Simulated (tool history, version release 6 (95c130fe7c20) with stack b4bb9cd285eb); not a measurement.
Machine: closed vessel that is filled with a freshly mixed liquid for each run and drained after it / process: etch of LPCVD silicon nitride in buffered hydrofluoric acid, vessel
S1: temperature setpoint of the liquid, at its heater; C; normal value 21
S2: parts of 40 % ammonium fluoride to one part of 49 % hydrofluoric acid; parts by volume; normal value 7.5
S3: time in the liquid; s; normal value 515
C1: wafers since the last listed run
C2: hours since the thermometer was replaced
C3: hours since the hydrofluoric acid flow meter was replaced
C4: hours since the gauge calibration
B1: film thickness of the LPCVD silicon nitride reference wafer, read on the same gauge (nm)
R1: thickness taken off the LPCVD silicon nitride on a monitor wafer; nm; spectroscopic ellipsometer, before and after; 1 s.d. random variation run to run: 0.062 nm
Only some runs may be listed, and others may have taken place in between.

{"run": 1, "hour": 0.0, "S1": 21, "S2": 7.5, "S3": 515, "C1": 0, "C2": 1914, "C3": 135.6, "C4": 568.2, "B1": 40, "R1": 8.13}
{"run": 2, "hour": 76.1, "S1": 21, "S2": 7.5, "S3": 330, "C1": 6325, "C2": 1990.1, "C3": 211.7, "C4": 644.3, "B1": 40.04, "R1": 5.27}
{"run": 3, "hour": 181.2, "S1": 21, "S2": 7.5, "S3": 330, "C1": 8735, "C2": 2095.2, "C3": 316.8, "C4": 749.4, "B1": 39.99, "R1": 5.24}
{"run": 4, "hour": 250.0, "S1": 21, "S2": 7.5, "S3": 330, "C1": 5718, "C2": 2164, "C3": 385.6, "C4": 818.2, "B1": 39.97, "R1": 5.13}
{"run": 5, "hour": 286.6, "S1": 21, "S2": 7.5, "S3": 515, "C1": 3042, "C2": 2200.6, "C3": 422.2, "C4": 854.8, "B1": 40.06, "R1": 8.21}
{"hour": 332.7, "done": "gauge calibrated"}
{"run": 6, "hour": 394.4, "S1": 21, "S2": 7.5, "S3": 515, "C1": 8960, "C2": 2308.4, "C3": 530, "C4": 61.7, "B1": 40.03, "R1": 7.96}
{"run": 7, "hour": 482.3, "S1": 21, "S2": 7.5, "S3": 515, "C1": 7306, "C2": 2396.3, "C3": 617.9, "C4": 149.6, "B1": 39.98, "R1": 8.02}
{"run": 8, "hour": 554.8, "S1": 24, "S2": 7.5, "S3": 515, "C1": 6026, "C2": 2468.8, "C3": 690.4, "C4": 222.1, "B1": 40.01, "R1": 9.48}
{"hour": 600.3, "done": "hydrofluoric acid flow meter replaced"}
{"run": 9, "hour": 601.6, "S1": 21, "S2": 9, "S3": 315, "C1": 3806, "C2": 2515.6, "C3": 1.3, "C4": 268.9, "B1": 39.97, "R1": 4.35}
{"run": 10, "hour": 660.9, "S1": 17, "S2": 5.5, "S3": 300, "C1": 4928, "C2": 2574.9, "C3": 60.6, "C4": 328.2, "B1": 40.02, "R1": 5.26}
{"hour": 707.8, "done": "thermometer replaced"}
{"run": 11, "hour": 747.7, "S1": 23.5, "S2": 5, "S3": 825, "C1": 7131, "C2": 39.9, "C3": 147.4, "C4": 415, "B1": 39.98, "R1": 19.97}
{"run": 12, "hour": 789.9, "S1": 21, "S2": 7.5, "S3": 515, "C1": 3507, "C2": 82.1, "C3": 189.6, "C4": 457.2, "B1": 40.01, "R1": 7.59}
{"run": 13, "hour": 868.6, "S1": 21, "S2": 7.5, "S3": 515, "C1": 6541, "C2": 160.8, "C3": 268.3, "C4": 535.9, "B1": 40.05, "R1": 7.55}
{"run": 14, "hour": 937.4, "S1": 17, "S2": 9, "S3": 295, "C1": 5718, "C2": 229.6, "C3": 337.1, "C4": 604.7, "B1": 40.03, "R1": 2.85}
{"run": 15, "hour": 983.9, "S1": 23, "S2": 6, "S3": 245, "C1": 3865, "C2": 276.1, "C3": 383.6, "C4": 651.2, "B1": 39.98, "R1": 4.97}
{"run": 16, "hour": 1029.5, "S1": 17, "S2": 10, "S3": 515, "C1": 3790, "C2": 321.7, "C3": 429.2, "C4": 696.8, "B1": 40.03, "R1": 4.66}

Across each entry between runs, compare the hidden state at the last listed run before it with the hidden state at the first listed run after it:
Runs 5 to 6: gauge calibrated (hour 332.7)
  liquid hotter than its thermometer reads (K): 2.17 -> 2.26; hydrofluoric acid flow below the setpoint (%): 3.36 -> 4.19
  measured result minus the result with no hidden state, R1: +0.65 -> +0.6 nm
Runs 8 to 9: hydrofluoric acid flow meter replaced (hour 600.3)
  liquid hotter than its thermometer reads (K): 2.4 -> 2.44; hydrofluoric acid flow below the setpoint (%): 5.43 -> 0.34
  measured result minus the result with no hidden state, R1: +0.63 -> +0.54 nm
Runs 10 to 11: thermometer replaced (hour 707.8)
  liquid hotter than its thermometer reads (K): 2.5 -> 0.416; hydrofluoric acid flow below the setpoint (%): 0.797 -> 1.47
  measured result minus the result with no hidden state, R1: +0.66 -> +0.21 nm
